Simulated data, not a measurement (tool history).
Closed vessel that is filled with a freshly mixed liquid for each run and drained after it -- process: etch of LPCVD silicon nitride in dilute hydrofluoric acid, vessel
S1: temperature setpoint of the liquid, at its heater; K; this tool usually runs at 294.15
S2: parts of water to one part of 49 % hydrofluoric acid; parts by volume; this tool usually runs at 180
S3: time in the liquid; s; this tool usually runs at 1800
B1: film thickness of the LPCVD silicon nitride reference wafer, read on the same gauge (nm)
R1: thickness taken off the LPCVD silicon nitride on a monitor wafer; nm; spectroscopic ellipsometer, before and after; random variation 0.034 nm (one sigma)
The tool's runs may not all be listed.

| run | hour | S1 | S2 | S3 | B1 | R1 |
|---|---|---|---|---|---|---|
| 1 | 0.0 | 294.15 | 180 | 1405 | 89.990 | 3.376 |
| 2 | 77.7 | 294.15 | 180 | 1405 | 89.961 | 3.353 |
| 3 | 153.5 | 294.15 | 180 | 1405 | 90.034 | 3.418 |
| 4 | 254.5 | 294.15 | 180 | 1800 | 90.030 | 4.428 |
| 5 | 350.3 | 294.15 | 180 | 1800 | 90.026 | 4.409 |
| 6 | 431.7 | 294.15 | 180 | 1800 | 90.024 | 4.393 |
| 7 | 511.0 | 294.15 | 180 | 1800 | 90.004 | 4.390 |
| 8 | 567.3 | 294.15 | 180 | 1800 | 89.959 | 4.424 |
| 9 | 642.4 | 294.15 | 180 | 1800 | 89.991 | 4.423 |
| 10 | 701.2 | 294.15 | 180 | 1800 | 89.958 | 4.468 |
| 11 | 804.0 | 294.15 | 180 | 1800 | 89.967 | 4.418 |
| 12 | 908.7 | 297.15 | 180 | 2115 | 90.009 | 6.449 |
|  | 924.3 | hydrofluoric acid flow meter replaced |
| 13 | 949.1 | 297.15 | 180 | 2115 | 90.050 | 5.866 |
| 14 | 1053.8 | 294.15 | 180 | 1800 | 89.952 | 4.073 |
| 15 | 1140.6 | 294.15 | 180 | 1800 | 90.057 | 4.075 |
| 16 | 1208.7 | 294.15 | 180 | 1800 | 90.009 | 4.152 |
| 17 | 1297.6 | 290.15 | 90 | 1800 | 89.969 | 6.054 |
| 18 | 1382.5 | 294.15 | 130 | 1800 | 90.017 | 5.653 |
| 19 | 1422.1 | 294.15 | 180 | 1800 | 89.989 | 4.156 |
| 20 | 1471.0 | 291.15 | 125 | 1230 | 89.973 | 3.291 |
| 21 | 1570.7 | 296.15 | 155 | 1800 | 89.994 | 5.447 |
|  | 1659.0 | thermometer replaced |
| 22 | 1662.6 | 294.15 | 180 | 1800 | 90.011 | 4.466 |
|  | 1684.1 | gauge calibrated |
| 23 | 1724.5 | 291.15 | 210 | 1800 | 90.023 | 3.125 |
| 24 | 2004.1 | 295.65 | 265 | 2505 | 89.982 | 4.709 |
| 25 | 2080.3 | 294.15 | 120 | 935 | 90.035 | 3.454 |
|  | 2089.1 | hydrofluoric acid flow meter replaced |
| 26 | 2298.9 | 294.15 | 180 | 1800 | 90.009 | 4.319 |
| 27 | 2385.7 | 295.65 | 155 | 2415 | 90.000 | 7.390 |
| 28 | 2488.3 | 294.15 | 235 | 880 | 90.012 | 1.608 |
| 29 | 2578.2 | 294.15 | 245 | 1800 | 89.996 | 3.146 |
| 30 | 2649.2 | 295.65 | 205 | 2315 | 90.056 | 5.330 |
| 31 | 2745.1 | 298.15 | 125 | 1800 | 90.053 | 8.056 |
| 32 | 2838.0 | 290.65 | 180 | 1800 | 89.983 | 3.435 |
| 33 | 2937.7 | 294.15 | 180 | 1800 | 90.013 | 4.316 |

Forecast each of these 3 alternatives for the next run:
| A | 2938.8 | 294.15 | 95 | 1800 | ? | ? |
| B | 2938.8 | 294.15 | 260 | 2180 | ? | ? |
| C | 2938.8 | 297.65 | 210 | 1800 | ? | ? |

| run | B1 | R1 |
|---|---|---|
| A | 90.023 | 8.188 |
| B | 90.023 | 3.720 |
| C | 90.023 | 4.739 |
Without the tool's hidden state the same runs would have given:
| run | R1 |
|---|---|
| A | 8.093 |
| B | 3.665 |
| C | 4.658 |
